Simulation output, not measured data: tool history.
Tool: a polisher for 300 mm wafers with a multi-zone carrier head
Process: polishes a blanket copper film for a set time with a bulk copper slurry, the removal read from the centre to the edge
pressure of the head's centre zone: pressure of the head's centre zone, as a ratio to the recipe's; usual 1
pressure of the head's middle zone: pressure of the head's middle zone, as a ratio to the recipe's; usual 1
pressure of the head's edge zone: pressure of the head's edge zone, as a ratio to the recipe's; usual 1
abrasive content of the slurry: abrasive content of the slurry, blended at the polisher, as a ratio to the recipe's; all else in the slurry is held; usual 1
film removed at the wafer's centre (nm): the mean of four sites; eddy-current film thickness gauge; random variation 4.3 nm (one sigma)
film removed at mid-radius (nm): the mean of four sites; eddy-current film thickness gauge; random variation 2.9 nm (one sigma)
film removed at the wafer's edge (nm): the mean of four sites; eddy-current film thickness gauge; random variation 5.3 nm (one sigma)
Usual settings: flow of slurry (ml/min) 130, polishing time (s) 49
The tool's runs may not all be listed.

run	day	flow of slurry (ml/min)	pressure of the head's centre zone	pressure of the head's middle zone	pressure of the head's edge zone	abrasive content of the slurry	polishing time (s)	incoming thickness of the incoming film, nm	film removed at the wafer's centre (nm)	film removed at mid-radius (nm)	film removed at the wafer's edge (nm)
1	0	130	1.05	0.92	1	1.15	49	4293.8	457.7	360.3	394.2
2	0.679	130	1	1	1	1	64	4275.1	556	494.5	500.3
3	1.004	130	1	0.94	0.92	1	49	4201.3	426.5	357.9	369.7
# day 1.433: centre zone pressure recalibrated
4	1.483	90	1	1	1	1	49	4307.1	342	344.9	352.4
5	1.742	130	1	1	1	1	49	4320.2	385.2	383.4	379.3
6	2.342	130	1	1	1	1	54	4250.1	424	418.9	416.4
7	2.717	130	1	1	1	1	49	4236.8	390.2	383.6	379.7
8	3.342	130	0.89	0.96	1.12	1.15	49	4364.7	353	372.3	417.7
# day 3.933: carrier head's membrane replaced by a new one
9	4	130	1	1	1	1	49	4329.5	390	379.4	373
# day 4.379: worn pad replaced by a new one
10	4.554	130	1	1	1.04	0.75	49	4318.2	377.4	364.7	372
11	4.912	130	1.05	1	1	1	49	4306.5	399.1	374.6	385.3
12	6.683	130	1	1	1	1	49	4275.1	388.3	378	383.3
13	7.396	95	1	1	0.93	1	49	4259.4	352.9	341.1	339.1
14	8.146	130	1	1	0.92	1	49	4316.5	396	371	356.9
15	8.812	130	1	0.94	1	0.85	49	4316	380.9	344.3	366.8
16	9.471	130	1	1	1	1	49	4214.1	396.9	369.2	373.1
17	9.896	130	1	1	1	1	49	4287.5	390.4	363.6	371.7
# day 10.112: worn pad replaced by a new one
18	10.3	130	1	0.91	0.88	1.2	41	4252.9	331.3	284.4	296.6
19	10.717	130	1	1.08	0.91	1	56	4286.9	444.1	440.1	405
20	12.496	130	1	1	1	1	54	4213.1	424.2	384.4	395.1
21	13.042	130	1	1	1.1	1	49	4266.2	377.8	347.3	380.8

Forecast each of these 5 alternatives for the next run:
A	13.058	130	1.07	1	1	1	49	4380.5	?	?	?
B	13.058	130	1	1	1	0.7	37	4380.5	?	?	?
C	13.058	130	1	0.95	1	1.1	49	4380.5	?	?	?
D	13.058	130	0.93	1	1	0.9	36	4380.5	?	?	?
E	13.058	175	1	0.95	1	1	49	4380.5	?	?	?

run	film removed at the wafer's centre (nm)	film removed at mid-radius (nm)	film removed at the wafer's edge (nm)
A	401.7	351.9	363.5
B	271.4	254.5	262.8
C	380.2	341.6	368.5
D	253	255.2	263.5
E	413.9	367.1	385.6
Without the tool's hidden state the same runs would have given:
run	film removed at the wafer's centre (nm)	film removed at mid-radius (nm)	film removed at the wafer's edge (nm)
A	414.9	386.3	387.4
B	280.2	279.4	280.1
C	392.4	374.9	392.7
D	261.1	280.2	280.8
E	414.9	393.2	405

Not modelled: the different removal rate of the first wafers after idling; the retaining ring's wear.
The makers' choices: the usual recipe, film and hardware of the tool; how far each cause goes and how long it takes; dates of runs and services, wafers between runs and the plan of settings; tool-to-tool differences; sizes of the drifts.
